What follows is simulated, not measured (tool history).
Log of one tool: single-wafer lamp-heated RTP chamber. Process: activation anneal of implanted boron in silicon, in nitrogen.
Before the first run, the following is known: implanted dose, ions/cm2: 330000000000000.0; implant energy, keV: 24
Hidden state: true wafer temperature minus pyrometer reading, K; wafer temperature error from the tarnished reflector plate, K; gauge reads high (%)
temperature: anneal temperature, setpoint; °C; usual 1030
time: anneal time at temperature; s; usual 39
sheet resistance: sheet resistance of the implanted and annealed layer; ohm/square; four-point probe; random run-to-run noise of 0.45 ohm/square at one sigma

| run | hour | temperature | time | wafers since the last listed run | wafers since the last pyrometer calibration | wafers since the reflector plate was cleaned | hours since the gauge calibration | read-back reference wafer on the same gauge, sheet resistance | sheet resistance |
|---|---|---|---|---|---|---|---|---|---|
| 1 | 0 | 1030 | 31 | 0 | 2552 | 7077 | 295.1 | 316 | 304.99 |
| 2 | 18.4 | 1030 | 31 | 225 | 2778 | 7303 | 313.5 | 316.09 | 304.53 |
| 3 | 32.4 | 1030 | 31 | 171 | 2949 | 7474 | 327.5 | 316.15 | 304.03 |
| 4 | 68.3 | 1053 | 39 | 440 | 3390 | 7915 | 363.4 | 316.58 | 302.19 |
| 5 | 84.7 | 1053 | 39 | 201 | 3591 | 8116 | 379.8 | 316.77 | 302.89 |
| 6 | 98.4 | 1019 | 39 | 168 | 3759 | 8284 | 393.5 | 316.84 | 304.82 |
| 7 | 111.5 | 1019 | 39 | 160 | 3920 | 8445 | 406.6 | 317.01 | 304.72 |
| 8 | 146.4 | 1030 | 56 | 428 | 4348 | 8873 | 441.5 | 317.4 | 303.68 |
| 9 | 171.6 | 1030 | 56 | 309 | 4658 | 9183 | 466.7 | 317.77 | 304.17 |
| 10 | 202.7 | 1038 | 39 | 381 | 5039 | 9564 | 497.8 | 318.17 | 304.98 |
|  | 211.1 | pyrometer window cleaned and pyrometer calibrated |
| 11 | 216.3 | 1030 | 39 | 68 | 63 | 9633 | 511.4 | 318.4 | 305.55 |
|  | 216.6 | gauge calibrated |
| 12 | 243.9 | 1030 | 39 | 338 | 402 | 9972 | 27.3 | 315.06 | 301.3 |
| 13 | 263.6 | 1030 | 39 | 241 | 644 | 10213 | 47 | 315.04 | 302.44 |
| 14 | 280.2 | 1048 | 52 | 203 | 848 | 10417 | 63.6 | 315.11 | 300.69 |
| 15 | 315.2 | 1030 | 39 | 429 | 1277 | 10847 | 98.6 | 315.15 | 301.9 |
| 16 | 332.1 | 1030 | 39 | 207 | 1484 | 11054 | 115.5 | 315.25 | 302.17 |
| 17 | 344.2 | 1030 | 39 | 148 | 1633 | 11203 | 127.6 | 315.38 | 302.98 |
|  | 373.9 | reflector plate cleaned |
| 18 | 378.6 | 1030 | 21 | 323 | 1957 | 57 | 162 | 315.38 | 304.28 |
| 19 | 393.5 | 1030 | 56 | 182 | 2140 | 240 | 176.9 | 315.56 | 301.58 |
| 20 | 419.4 | 1058 | 57 | 317 | 2458 | 558 | 202.8 | 315.6 | 299.63 |
| 21 | 447.2 | 1053 | 26 | 341 | 2799 | 899 | 230.6 | 315.74 | 303.03 |
| 22 | 551.6 | 1030 | 39 | 1281 | 4080 | 2180 | 335 | 316.56 | 303.96 |
| 23 | 598.3 | 1030 | 50 | 573 | 4653 | 2753 | 381.7 | 316.98 | 303.23 |
|  | 620.8 | pyrometer window cleaned and pyrometer calibrated |
| 24 | 631.8 | 1030 | 32 | 312 | 134 | 3066 | 415.2 | 317.4 | 305.72 |
| 25 | 654.7 | 1016 | 17 | 281 | 416 | 3347 | 438.1 | 317.58 | 308.56 |
| 26 | 673.1 | 1030 | 16 | 225 | 641 | 3573 | 456.5 | 317.91 | 306.6 |

Predict each of these 3 candidate next runs independently; none follows another, all start after run 26:
| A | 673.5 | 1030 | 39 | 4 | 646 | 3578 | 456.9 | ? | ? |
| B | 673.5 | 1030 | 17 | 4 | 646 | 3578 | 456.9 | ? | ? |
| C | 673.5 | 1030 | 52 | 4 | 646 | 3578 | 456.9 | ? | ? |

| run | read-back reference wafer on the same gauge, sheet resistance | sheet resistance |
|---|---|---|
| A | 317.92 | 304.99 |
| B | 317.92 | 307.02 |
| C | 317.92 | 304.1 |
What these runs would have given with no unlogged condition in the tool:
| run | sheet resistance |
|---|---|
| A | 302.18 |
| B | 304.19 |
| C | 301.29 |
